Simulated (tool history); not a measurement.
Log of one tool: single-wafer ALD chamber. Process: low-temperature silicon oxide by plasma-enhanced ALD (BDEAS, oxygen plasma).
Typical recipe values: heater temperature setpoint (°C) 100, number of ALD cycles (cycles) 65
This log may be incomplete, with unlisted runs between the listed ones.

run,hour,heater temperature setpoint (°C),number of ALD cycles (cycles),"read-back reference wafer on the same gauge, thickness_nm",mean film thickness on the monitor wafer (Å)
1,0.0,100,65,9.344,87.39
2,17.5,100,65,9.345,86.98
3,27.8,100,65,9.338,87.35
4,44.1,100,65,9.335,87.28
5,58.6,100,61,9.341,81.89
6,75.7,96,65,9.338,89.08
7,87.9,96,65,9.341,88.79
8,99.3,96,65,9.341,88.51
9,116.5,88,71,9.336,100.01
10,130.3,88,71,9.339,100.18
11,138.3,90,75,9.337,105.27
12,147.4,90,75,9.339,104.77
13,153.7,100,65,9.335,87.15
14,169.2,100,65,9.339,87.54
15,185.9,100,65,9.339,87.19
16,197.5,100,65,9.343,87.60
17,247.8,100,65,9.335,87.38
18,257.8,100,65,9.334,87.42
19,267.1,100,65,9.353,87.44
20,279.4,100,65,9.329,87.25
21,291.4,91,74,9.333,103.05
22,328.5,106,77,9.341,102.26
23,336.9,110,57,9.330,75.44
24,350.0,100,65,9.341,87.33
25,356.0,100,65,9.345,87.40
# hour 357.7: gauge calibrated
# hour 396.1: thermocouple changed; heater temperature recalibrated
26,396.6,85,56,9.344,79.72
27,404.3,100,69,9.335,92.56
28,420.7,91,65,9.335,90.30
29,430.6,107,65,9.346,86.23
30,439.7,104,77,9.340,103.07
31,446.5,88,71,9.333,100.52
32,459.0,88,71,9.343,100.51
33,469.9,91,71,9.337,99.15

Run 34 is up next; what results do you expect?
34,476.6,104,71,?,?

read-back reference wafer on the same gauge, thickness_nm: 9.346
mean film thickness on the monitor wafer (Å): 94.83
The same run, on a tool lacking any hidden state, would have yielded mean film thickness on the monitor wafer (Å) 94.83.

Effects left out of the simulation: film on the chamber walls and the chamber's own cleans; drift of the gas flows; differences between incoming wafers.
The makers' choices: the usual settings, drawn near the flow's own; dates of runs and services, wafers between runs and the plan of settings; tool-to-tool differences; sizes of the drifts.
